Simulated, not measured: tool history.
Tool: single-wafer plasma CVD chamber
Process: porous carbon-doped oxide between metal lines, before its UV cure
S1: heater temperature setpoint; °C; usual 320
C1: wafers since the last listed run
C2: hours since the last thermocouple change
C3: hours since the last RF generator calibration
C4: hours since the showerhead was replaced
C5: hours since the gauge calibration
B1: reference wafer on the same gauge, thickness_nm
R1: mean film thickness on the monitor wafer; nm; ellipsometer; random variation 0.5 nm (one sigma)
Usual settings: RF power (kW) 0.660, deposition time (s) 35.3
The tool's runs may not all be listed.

run 1 hour=0.0 | S1=320 RF_power_(kW)=0.660 deposition_time_(s)=35.3 | C1=0 C2=2085.8 C3=583.6 C4=2885.6 C5=684.5 | B1=195.102 | R1=214.600
run 2 hour=43.2 | S1=320 RF_power_(kW)=0.660 deposition_time_(s)=35.3 | C1=1058 C2=2129.0 C3=626.8 C4=2928.8 C5=727.7 | B1=195.064 | R1=214.769
run 3 hour=92.6 | S1=320 RF_power_(kW)=0.660 deposition_time_(s)=35.3 | C1=1210 C2=2178.4 C3=676.2 C4=2978.2 C5=777.1 | B1=195.006 | R1=215.616
run 4 hour=144.0 | S1=320 RF_power_(kW)=0.660 deposition_time_(s)=35.3 | C1=1259 C2=2229.8 C3=727.6 C4=3029.6 C5=828.5 | B1=195.070 | R1=214.930
run 5 hour=187.6 | S1=320 RF_power_(kW)=0.660 deposition_time_(s)=35.3 | C1=1067 C2=2273.4 C3=771.2 C4=3073.2 C5=872.1 | B1=195.191 | R1=213.580
run 6 hour=244.5 | S1=320 RF_power_(kW)=0.660 deposition_time_(s)=35.3 | C1=1393 C2=2330.3 C3=828.1 C4=3130.1 C5=929.0 | B1=194.929 | R1=214.305
run 7 hour=291.8 | S1=320 RF_power_(kW)=0.660 deposition_time_(s)=35.3 | C1=1158 C2=2377.6 C3=875.4 C4=3177.4 C5=976.3 | B1=194.902 | R1=213.971
run 8 hour=330.1 | S1=320 RF_power_(kW)=0.660 deposition_time_(s)=35.3 | C1=938 C2=2415.9 C3=913.7 C4=3215.7 C5=1014.6 | B1=194.981 | R1=212.948
run 9 hour=379.8 | S1=320 RF_power_(kW)=0.660 deposition_time_(s)=35.3 | C1=1217 C2=2465.6 C3=963.4 C4=3265.4 C5=1064.3 | B1=194.769 | R1=213.140
run 10 hour=404.1 | S1=320 RF_power_(kW)=0.660 deposition_time_(s)=35.3 | C1=595 C2=2489.9 C3=987.7 C4=3289.7 C5=1088.6 | B1=195.109 | R1=212.380
run 11 hour=454.4 | S1=308 RF_power_(kW)=0.730 deposition_time_(s)=39.7 | C1=1232 C2=2540.2 C3=1038.0 C4=3340.0 C5=1138.9 | B1=194.842 | R1=272.709
-- hour=467.3 RF generator calibrated
run 12 hour=519.6 | S1=320 RF_power_(kW)=0.660 deposition_time_(s)=35.3 | C1=1401 C2=2605.4 C3=52.3 C4=3405.2 C5=1204.1 | B1=194.983 | R1=218.754
-- hour=533.4 showerhead replaced
-- hour=546.9 thermocouple changed; heater temperature recalibrated
run 13 hour=561.2 | S1=320 RF_power_(kW)=0.750 deposition_time_(s)=35.3 | C1=627 C2=14.3 C3=93.9 C4=27.8 C5=1245.7 | B1=195.003 | R1=228.689
-- hour=564.5 gauge calibrated
run 14 hour=623.3 | S1=324 RF_power_(kW)=0.560 deposition_time_(s)=42.2 | C1=1521 C2=76.4 C3=156.0 C4=89.9 C5=58.8 | B1=195.057 | R1=226.466
run 15 hour=692.1 | S1=335 RF_power_(kW)=0.550 deposition_time_(s)=35.3 | C1=1685 C2=145.2 C3=224.8 C4=158.7 C5=127.6 | B1=194.965 | R1=177.239
run 16 hour=746.0 | S1=312 RF_power_(kW)=0.575 deposition_time_(s)=35.3 | C1=1320 C2=199.1 C3=278.7 C4=212.6 C5=181.5 | B1=195.027 | R1=205.841
run 17 hour=798.0 | S1=320 RF_power_(kW)=0.660 deposition_time_(s)=33.0 | C1=1273 C2=251.1 C3=330.7 C4=264.6 C5=233.5 | B1=195.065 | R1=199.237
run 18 hour=840.4 | S1=329 RF_power_(kW)=0.660 deposition_time_(s)=35.3 | C1=1038 C2=293.5 C3=373.1 C4=307.0 C5=275.9 | B1=195.114 | R1=202.454
run 19 hour=932.2 | S1=320 RF_power_(kW)=0.660 deposition_time_(s)=31.0 | C1=2248 C2=385.3 C3=464.9 C4=398.8 C5=367.7 | B1=194.993 | R1=186.736
run 20 hour=991.1 | S1=320 RF_power_(kW)=0.660 deposition_time_(s)=35.3 | C1=1442 C2=444.2 C3=523.8 C4=457.7 C5=426.6 | B1=194.936 | R1=211.468

Hidden state at the last listed run before each entry between runs and at the first one after, where it differs:
Between runs 11 and 12: RF generator calibrated (hour 467.3)
  wafer temperature above the value expected at the setpoint (K): -4.64 -> -4.86; delivered RF power above the setpoint (%): -5.13 -> -0.892
  measured less the result without the state, R1: +0.145 -> +5.116 nm
Between runs 12 and 13: showerhead replaced (hour 533.4); thermocouple changed; heater temperature recalibrated (hour 546.9)
  wafer temperature above the value expected at the setpoint (K): -4.86 -> -0.183; delivered RF power above the setpoint (%): -0.892 -> -0.918
  measured less the result without the state, R1: +5.116 -> -0.917 nm
Between runs 13 and 14: gauge calibrated (hour 564.5)
  wafer temperature above the value expected at the setpoint (K): -0.183 -> -0.186; delivered RF power above the setpoint (%): -0.918 -> -0.985
  measured less the result without the state, R1: -0.917 -> -1.016 nm
